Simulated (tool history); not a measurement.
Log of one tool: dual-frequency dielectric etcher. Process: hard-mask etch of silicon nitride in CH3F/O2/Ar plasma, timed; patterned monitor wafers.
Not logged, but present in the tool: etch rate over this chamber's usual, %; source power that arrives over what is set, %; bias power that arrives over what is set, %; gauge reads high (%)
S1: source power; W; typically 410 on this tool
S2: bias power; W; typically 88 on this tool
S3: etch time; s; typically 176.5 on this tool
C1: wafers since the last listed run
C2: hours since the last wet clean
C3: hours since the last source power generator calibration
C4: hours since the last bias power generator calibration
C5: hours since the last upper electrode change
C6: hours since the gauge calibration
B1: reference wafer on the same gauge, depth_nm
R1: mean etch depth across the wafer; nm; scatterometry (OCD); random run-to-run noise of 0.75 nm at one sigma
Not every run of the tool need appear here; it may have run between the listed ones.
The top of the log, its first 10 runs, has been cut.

run   hour   S1   S2     S3   C1     C2     C3     C4     C5     C6     B1     R1
 11  120.4  360   88  176.5   80  120.9   71.8  159.7   50.3    508  129.9  138.1
 12  130.3  450   88  176.5   49  130.8   81.7  169.6   60.2  517.9  130.1  150.6
 13  142.1  410   88  223.5   58  142.6   93.5  181.4     72  529.7    130  183.4
 14  158.7  410   98  228.5   82  159.2  110.1    198   88.6  546.3  130.1  198.6
     158.8  -- gauge calibrated
 15  173.1  410   88  176.5   71  173.6  124.5  212.4    103   14.3  130.1  146.8
 16  180.6  370   94  126.5   37  181.1    132  219.9  110.5   21.8    130  104.1
 17  197.3  350   68  161.5   82  197.8  148.7  236.6  127.2   38.5    130  112.4
 18  209.6  410   98  228.5   60  210.1    161  248.9  139.5   50.8  129.9  199.6
 19  215.9  410   88  176.5   31  216.4  167.3  255.2  145.8   57.1  130.1  148.1
 20  225.6  410   88  125.5   48  226.1    177  264.9  155.5   66.8    130  104.9
 21    234  410   88  176.5   41  234.5  185.4  273.3  163.9   75.2    130  147.6
 22  248.3  320  104    191   70  248.8  199.7  287.6  178.2   89.5    130  157.2
 23  299.9  330   81  176.5  255  300.4  251.3  339.2  229.8  141.1  129.9  130.7

Estimate the outcome of run 24 from the log above:
 24  311.3  410  88  176.5  56  311.8  262.7  350.6  241.2  152.5   ?   ?

Run 24 yielded B1 130, R1 150.3 nm.
Had the tool carried no hidden state, the very same run would have given R1 142.8 nm.

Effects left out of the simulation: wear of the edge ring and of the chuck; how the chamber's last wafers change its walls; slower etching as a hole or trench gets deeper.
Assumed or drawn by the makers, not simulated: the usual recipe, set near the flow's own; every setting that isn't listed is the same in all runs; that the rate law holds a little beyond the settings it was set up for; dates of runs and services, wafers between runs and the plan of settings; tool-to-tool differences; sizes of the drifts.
